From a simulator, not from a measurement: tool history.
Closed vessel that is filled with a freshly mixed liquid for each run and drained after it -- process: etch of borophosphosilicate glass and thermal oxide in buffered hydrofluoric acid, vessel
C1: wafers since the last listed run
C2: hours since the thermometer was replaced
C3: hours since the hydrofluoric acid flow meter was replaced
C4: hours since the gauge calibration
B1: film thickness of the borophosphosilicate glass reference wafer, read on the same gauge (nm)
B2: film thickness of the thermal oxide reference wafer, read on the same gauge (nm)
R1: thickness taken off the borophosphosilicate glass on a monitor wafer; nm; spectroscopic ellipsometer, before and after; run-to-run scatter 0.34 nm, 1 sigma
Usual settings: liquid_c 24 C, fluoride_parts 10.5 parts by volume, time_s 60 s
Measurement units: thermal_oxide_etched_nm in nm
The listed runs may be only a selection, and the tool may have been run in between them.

{"run": 1, "hour": 0.0, "liquid_c": 26.5, "fluoride_parts": 10.5, "time_s": 60, "C1": 0, "C2": 1274.4, "C3": 773.1, "C4": 25.9, "B1": 39.97, "B2": 110.01, "R1": 102.1, "thermal_oxide_etched_nm": 91.23}
{"run": 2, "hour": 12.4, "liquid_c": 26.5, "fluoride_parts": 10.5, "time_s": 60, "C1": 1074, "C2": 1286.8, "C3": 785.5, "C4": 38.3, "B1": 39.99, "B2": 110.03, "R1": 101.41, "thermal_oxide_etched_nm": 89.89}
{"run": 3, "hour": 26.1, "liquid_c": 24, "fluoride_parts": 10.5, "time_s": 60, "C1": 1187, "C2": 1300.5, "C3": 799.2, "C4": 52, "B1": 39.96, "B2": 109.99, "R1": 89.44, "thermal_oxide_etched_nm": 77.86}
{"run": 4, "hour": 32.8, "liquid_c": 24, "fluoride_parts": 10.5, "time_s": 60, "C1": 580, "C2": 1307.2, "C3": 805.9, "C4": 58.7, "B1": 40, "B2": 110, "R1": 89.61, "thermal_oxide_etched_nm": 78.26}
{"run": 5, "hour": 48.3, "liquid_c": 24, "fluoride_parts": 12, "time_s": 60, "C1": 1343, "C2": 1322.7, "C3": 821.4, "C4": 74.2, "B1": 39.98, "B2": 109.99, "R1": 78.25, "thermal_oxide_etched_nm": 69.95}
{"run": 6, "hour": 62.6, "liquid_c": 24, "fluoride_parts": 12, "time_s": 60, "C1": 1239, "C2": 1337, "C3": 835.7, "C4": 88.5, "B1": 40.03, "B2": 110, "R1": 78.71, "thermal_oxide_etched_nm": 70.46}
{"hour": 69.5, "done": "hydrofluoric acid flow meter replaced"}
{"run": 7, "hour": 77.6, "liquid_c": 22, "fluoride_parts": 10.5, "time_s": 60, "C1": 1213, "C2": 1352, "C3": 8.1, "C4": 103.5, "B1": 39.97, "B2": 110.01, "R1": 81.17, "thermal_oxide_etched_nm": 71.77}
{"hour": 87.9, "done": "gauge calibrated"}
{"run": 8, "hour": 88.0, "liquid_c": 22, "fluoride_parts": 10.5, "time_s": 60, "C1": 901, "C2": 1362.4, "C3": 18.5, "C4": 0.1, "B1": 39.97, "B2": 110.03, "R1": 80.39, "thermal_oxide_etched_nm": 71.95}
{"run": 9, "hour": 103.6, "liquid_c": 27, "fluoride_parts": 12.5, "time_s": 60, "C1": 1351, "C2": 1378, "C3": 34.1, "C4": 15.7, "B1": 40.04, "B2": 109.95, "R1": 88.34, "thermal_oxide_etched_nm": 78.18}
{"run": 10, "hour": 113.8, "liquid_c": 27.5, "fluoride_parts": 10.5, "time_s": 80, "C1": 883, "C2": 1388.2, "C3": 44.3, "C4": 25.9, "B1": 39.99, "B2": 109.99, "R1": 145.07, "thermal_oxide_etched_nm": 130.7}
{"run": 11, "hour": 126.8, "liquid_c": 26.5, "fluoride_parts": 10.5, "time_s": 60, "C1": 1126, "C2": 1401.2, "C3": 57.3, "C4": 38.9, "B1": 40, "B2": 109.98, "R1": 102.28, "thermal_oxide_etched_nm": 91.01}
{"run": 12, "hour": 137.6, "liquid_c": 24, "fluoride_parts": 11.5, "time_s": 30, "C1": 935, "C2": 1412, "C3": 68.1, "C4": 49.7, "B1": 39.99, "B2": 110.03, "R1": 41.44, "thermal_oxide_etched_nm": 36.12}
{"run": 13, "hour": 152.2, "liquid_c": 26.5, "fluoride_parts": 11.5, "time_s": 60, "C1": 1265, "C2": 1426.6, "C3": 82.7, "C4": 64.3, "B1": 39.99, "B2": 109.99, "R1": 93.45, "thermal_oxide_etched_nm": 84.84}
{"hour": 161.1, "done": "thermometer replaced"}
{"run": 14, "hour": 164.5, "liquid_c": 24, "fluoride_parts": 13, "time_s": 60, "C1": 979, "C2": 3.4, "C3": 95, "C4": 76.6, "B1": 40.01, "B2": 110.01, "R1": 64.15, "thermal_oxide_etched_nm": 57.36}
{"run": 15, "hour": 179.6, "liquid_c": 26.5, "fluoride_parts": 11.5, "time_s": 60, "C1": 1308, "C2": 18.5, "C3": 110.1, "C4": 91.7, "B1": 39.98, "B2": 109.99, "R1": 82.58, "thermal_oxide_etched_nm": 73.12}
{"run": 16, "hour": 190.5, "liquid_c": 24, "fluoride_parts": 6.5, "time_s": 30, "C1": 944, "C2": 29.4, "C3": 121, "C4": 102.6, "B1": 40.01, "B2": 110.01, "R1": 62.38, "thermal_oxide_etched_nm": 54.74}
{"run": 17, "hour": 205.9, "liquid_c": 27, "fluoride_parts": 8, "time_s": 45, "C1": 1334, "C2": 44.8, "C3": 136.4, "C4": 118, "B1": 39.97, "B2": 109.95, "R1": 89.08, "thermal_oxide_etched_nm": 78.15}

3 options for the next run, each taken on its own from the tool as it stands now. Forecast them:
{"run": "A", "hour": 206.6, "liquid_c": 24, "fluoride_parts": 10.5, "time_s": 75, "C1": 60, "C2": 45.5, "C3": 137.1, "C4": 118.7, "B1": "?", "B2": "?", "R1": "?", "thermal_oxide_etched_nm": "?"}
{"run": "B", "hour": 206.6, "liquid_c": 27, "fluoride_parts": 12, "time_s": 60, "C1": 60, "C2": 45.5, "C3": 137.1, "C4": 118.7, "B1": "?", "B2": "?", "R1": "?", "thermal_oxide_etched_nm": "?"}
{"run": "C", "hour": 206.6, "liquid_c": 28, "fluoride_parts": 14, "time_s": 75, "C1": 60, "C2": 45.5, "C3": 137.1, "C4": 118.7, "B1": "?", "B2": "?", "R1": "?", "thermal_oxide_etched_nm": "?"}

run=A B1=39.96 B2=109.99 R1=98.26 thermal_oxide_etched_nm=88.26
run=B B1=39.96 B2=109.99 R1=80.93 thermal_oxide_etched_nm=72.88
run=C B1=39.96 B2=109.99 R1=91.66 thermal_oxide_etched_nm=82.64
The same runs, with their run-to-run variation unchanged, on a tool lacking any hidden condition would have given:
run=A R1=97.47 thermal_oxide_etched_nm=87.54
run=B R1=80.29 thermal_oxide_etched_nm=72.3
run=C R1=90.94 thermal_oxide_etched_nm=81.98

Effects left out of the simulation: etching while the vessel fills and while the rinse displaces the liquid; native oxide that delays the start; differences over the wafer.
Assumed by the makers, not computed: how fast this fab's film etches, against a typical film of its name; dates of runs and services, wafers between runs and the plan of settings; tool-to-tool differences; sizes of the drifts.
